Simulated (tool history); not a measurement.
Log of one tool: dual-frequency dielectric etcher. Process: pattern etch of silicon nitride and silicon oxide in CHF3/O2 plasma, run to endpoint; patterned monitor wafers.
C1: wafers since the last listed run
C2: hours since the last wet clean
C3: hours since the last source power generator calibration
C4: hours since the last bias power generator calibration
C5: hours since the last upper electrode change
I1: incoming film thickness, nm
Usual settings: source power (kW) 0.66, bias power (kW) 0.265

Run 1, hour 0: usual settings; C1 0; C2 299; C3 2890.6; C4 3679.4; C5 5685.9; I1 205.6. Result: endpoint time (s) 114.
Run 2, hour 27.8: usual settings; C1 118; C2 326.8; C3 2918.4; C4 3707.2; C5 5713.7; I1 205.7. Result: endpoint time (s) 117.6.
Run 3, hour 101.2: usual settings; C1 311; C2 400.2; C3 2991.8; C4 3780.6; C5 5787.1; I1 205.7. Result: endpoint time (s) 118.1.
At hour 138.2: wet clean of the chamber.
Run 4, hour 138.7: usual settings; C1 57; C2 0.5; C3 3029.3; C4 3818.1; C5 5824.6; I1 206.8. Result: endpoint time (s) 114.1.
Run 5, hour 158.8: usual settings but bias power (kW) 0.302; C1 85; C2 20.6; C3 3049.4; C4 3838.2; C5 5844.7; I1 206.5. Result: endpoint time (s) 105.2.
Run 6, hour 185.6: usual settings but bias power (kW) 0.302; C1 113; C2 47.4; C3 3076.2; C4 3865; C5 5871.5; I1 205.6. Result: endpoint time (s) 105.9.
Run 7, hour 200.6: usual settings; C1 63; C2 62.4; C3 3091.2; C4 3880; C5 5886.5; I1 208.4. Result: endpoint time (s) 114.9.
Run 8, hour 224.3: usual settings but source power (kW) 0.55, bias power (kW) 0.313; C1 100; C2 86.1; C3 3114.9; C4 3903.7; C5 5910.2; I1 203.8. Result: endpoint time (s) 111.3.
Run 9, hour 236.3: usual settings but source power (kW) 0.55, bias power (kW) 0.313; C1 50; C2 98.1; C3 3126.9; C4 3915.7; C5 5922.2; I1 206. Result: endpoint time (s) 113.4.
Run 10, hour 265.4: usual settings; C1 123; C2 127.2; C3 3156; C4 3944.8; C5 5951.3; I1 206.8. Result: endpoint time (s) 114.4.
Run 11, hour 295.9: usual settings; C1 129; C2 157.7; C3 3186.5; C4 3975.3; C5 5981.8; I1 204.6. Result: endpoint time (s) 114.
Run 12, hour 324.9: usual settings; C1 123; C2 186.7; C3 3215.5; C4 4004.3; C5 6010.8; I1 206.8. Result: endpoint time (s) 115.3.
Run 13, hour 339.7: usual settings; C1 62; C2 201.5; C3 3230.3; C4 4019.1; C5 6025.6; I1 206.2. Result: endpoint time (s) 112.5.
Run 14, hour 353.9: usual settings; C1 60; C2 215.7; C3 3244.5; C4 4033.3; C5 6039.8; I1 204.5. Result: endpoint time (s) 113.5.
Run 15, hour 374.1: usual settings; C1 85; C2 235.9; C3 3264.7; C4 4053.5; C5 6060; I1 206.2. Result: endpoint time (s) 114.2.
Run 16, hour 388.8: usual settings; C1 62; C2 250.6; C3 3279.4; C4 4068.2; C5 6074.7; I1 204.7. Result: endpoint time (s) 114.5.
Run 17, hour 418.2: usual settings but source power (kW) 0.59, bias power (kW) 0.294; C1 124; C2 280; C3 3308.8; C4 4097.6; C5 6104.1; I1 205.3. Result: endpoint time (s) 115.7.
Run 18, hour 441.1: usual settings but source power (kW) 0.82, bias power (kW) 0.206; C1 97; C2 302.9; C3 3331.7; C4 4120.5; C5 6127; I1 207.4. Result: endpoint time (s) 118.1.
Run 19, hour 465.7: usual settings; C1 104; C2 327.5; C3 3356.3; C4 4145.1; C5 6151.6; I1 205.3. Result: endpoint time (s) 115.7.
At hour 472.4: source power generator calibrated.
At hour 497.8: upper electrode replaced.
At hour 513.6: wet clean of the chamber.
Run 20, hour 514.1: usual settings but bias power (kW) 0.203; C1 19; C2 0.5; C3 41.7; C4 4193.5; C5 16.3; I1 204.1. Result: endpoint time (s) 122.6.
Run 21, hour 525.7: usual settings but bias power (kW) 0.212; C1 49; C2 12.1; C3 53.3; C4 4205.1; C5 27.9; I1 206.1. Result: endpoint time (s) 120.1.
Run 22, hour 559.3: usual settings; C1 142; C2 45.7; C3 86.9; C4 4238.7; C5 61.5; I1 206.8. Result: endpoint time (s) 113.9.
Run 23, hour 580.7: usual settings but bias power (kW) 0.304; C1 90; C2 67.1; C3 108.3; C4 4260.1; C5 82.9; I1 205. Result: endpoint time (s) 105.7.
Run 24, hour 612.6: usual settings but source power (kW) 0.56, bias power (kW) 0.235; C1 135; C2 99; C3 140.2; C4 4292; C5 114.8; I1 205.5. Result: endpoint time (s) 124.6.
Run 25, hour 647.8: usual settings; C1 149; C2 134.2; C3 175.4; C4 4327.2; C5 150; I1 206.9. Result: endpoint time (s) 113.8.
At hour 657.6: bias power generator calibrated.
Run 26, hour 665.5: usual settings; C1 58; C2 151.9; C3 193.1; C4 7.9; C5 167.7; I1 203.8. Result: endpoint time (s) 113.4.
Run 27, hour 701: usual settings but source power (kW) 0.5, bias power (kW) 0.202; C1 150; C2 187.4; C3 228.6; C4 43.4; C5 203.2; I1 207.5. Result: endpoint time (s) 141.5.
Run 28, hour 736.8: usual settings but source power (kW) 0.71; C1 152; C2 223.2; C3 264.4; C4 79.2; C5 239; I1 207. Result: endpoint time (s) 113.5.
Run 29, hour 751: usual settings; C1 60; C2 237.4; C3 278.6; C4 93.4; C5 253.2; I1 203.1. Result: endpoint time (s) 114.1.
Run 30, hour 767.7: usual settings; C1 70; C2 254.1; C3 295.3; C4 110.1; C5 269.9; I1 204.7. Result: endpoint time (s) 116.7.
Run 31, hour 781.7: usual settings; C1 59; C2 268.1; C3 309.3; C4 124.1; C5 283.9; I1 206.4. Result: endpoint time (s) 117.7.
Run 32, hour 801.9: usual settings but source power (kW) 0.57, bias power (kW) 0.296; C1 85; C2 288.3; C3 329.5; C4 144.3; C5 304.1; I1 205.7. Result: endpoint time (s) 116.1.
Run 33, hour 815: usual settings but source power (kW) 0.54, bias power (kW) 0.282; C1 55; C2 301.4; C3 342.6; C4 157.4; C5 317.2; I1 207.1. Result: endpoint time (s) 122.2.
Run 34, hour 840.2: usual settings but source power (kW) 0.72, bias power (kW) 0.241; C1 107; C2 326.6; C3 367.8; C4 182.6; C5 342.4; I1 203.6. Result: endpoint time (s) 116.6.
Run 35, hour 872.3: usual settings but source power (kW) 0.56, bias power (kW) 0.235; C1 136; C2 358.7; C3 399.9; C4 214.7; C5 374.5; I1 205.7. Result: endpoint time (s) 130.2.
Run 36, hour 888.5: usual settings but source power (kW) 0.56, bias power (kW) 0.307; C1 68; C2 374.9; C3 416.1; C4 230.9; C5 390.7; I1 205.7. Result: endpoint time (s) 118.3.

Some steps in endpoint time (s) between neighbouring runs. How much of each would the tool show without its hidden state too (settings, what came in, random variation), and how much is left for the hidden state, with any gauge scatter that isn't in both results?
The hidden state here: etch rate over this chamber's usual, %; source power that arrives over what is set, %; bias power that arrives over what is set, %.
Run 3 -> 4: wet clean of the chamber. endpoint time (s) -4: hidden state -5.3, all else +1.3.
Run 19 -> 20: bias power (kW) 0.265 -> 0.203, source power generator calibrated, upper electrode replaced, wet clean of the chamber. endpoint time (s) +6.9: hidden state -4.8, all else +11.7.
Run 23 -> 24: source power (kW) 0.66 -> 0.56, bias power (kW) 0.304 -> 0.235. endpoint time (s) +18.9: hidden state +0.6, all else +18.3.
Run 26 -> 27: source power (kW) 0.66 -> 0.5, bias power (kW) 0.265 -> 0.202. endpoint time (s) +28.1: hidden state +1.3, all else +26.8.
Run 27 -> 28: source power (kW) 0.5 -> 0.71, bias power (kW) 0.202 -> 0.265. endpoint time (s) -28: hidden state -0.2, all else -27.8.
